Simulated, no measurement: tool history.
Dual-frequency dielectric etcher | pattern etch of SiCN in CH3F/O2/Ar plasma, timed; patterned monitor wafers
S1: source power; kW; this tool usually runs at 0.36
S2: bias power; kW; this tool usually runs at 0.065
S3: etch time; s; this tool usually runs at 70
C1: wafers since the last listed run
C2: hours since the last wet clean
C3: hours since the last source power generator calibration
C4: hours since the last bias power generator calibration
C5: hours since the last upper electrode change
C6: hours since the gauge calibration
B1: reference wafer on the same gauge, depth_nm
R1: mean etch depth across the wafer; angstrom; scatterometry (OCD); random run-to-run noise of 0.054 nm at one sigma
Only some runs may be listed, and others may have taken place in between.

run	hour	S1	S2	S3	C1	C2	C3	C4	C5	C6	B1	R1
1	0	0.36	0.076	70	0	29.5	1422.3	2940.8	5206.3	623.4	21.27	266.4
2	82.8	0.36	0.065	60.5	1042	112.3	1505.1	3023.6	5289.1	706.2	21.26	218.8
3	127.1	0.36	0.065	70	557	156.6	1549.4	3067.9	5333.4	750.5	21.24	251.7
4	216.4	0.36	0.065	70	1124	245.9	1638.7	3157.2	5422.7	839.8	21.23	251.2
5	256.2	0.36	0.065	70	501	285.7	1678.5	3197	5462.5	879.6	21.21	251.9
# hour 300.9: wet clean of the chamber
6	316.9	0.36	0.065	77.5	462	16	1739.2	3257.7	5523.2	940.3	21.2	278.7
7	370.8	0.36	0.065	77.5	678	69.9	1793.1	3311.6	5577.1	994.2	21.2	278.4
8	461.5	0.36	0.065	77.5	1141	160.6	1883.8	3402.3	5667.8	1084.9	21.17	277.9
9	522.6	0.36	0.057	70	769	221.7	1944.9	3463.4	5728.9	1146	21.14	240.1
10	590.2	0.36	0.057	70	851	289.3	2012.5	3531	5796.5	1213.6	21.12	239.5
11	633.8	0.41	0.06	62.5	548	332.9	2056.1	3574.6	5840.1	1257.2	21.1	232.9
# hour 692.2: wet clean of the chamber
12	738.2	0.27	0.053	57.5	1012	46	2160.5	3679	5944.5	1361.6	21.08	162.5
# hour 751.3: source power generator calibrated
13	826.8	0.29	0.054	63	1065	134.6	75.5	3767.6	6033.1	1450.2	21.03	186.5
# hour 936.9: gauge calibrated
# hour 966.5: upper electrode replaced
14	967	0.36	0.065	70	1463	274.8	215.7	3907.8	0.5	30.1	21.4	254.2

Forecast run 15:
# hour 1058.4: wet clean of the chamber
15	1058.9	0.42	0.065	70	854	0.5	307.6	3999.7	92.4	122	?	?

Run 15 gave B1 21.4, R1 274.6 angstrom.
Without the tool's hidden state the same run would have given R1 274.6 angstrom.
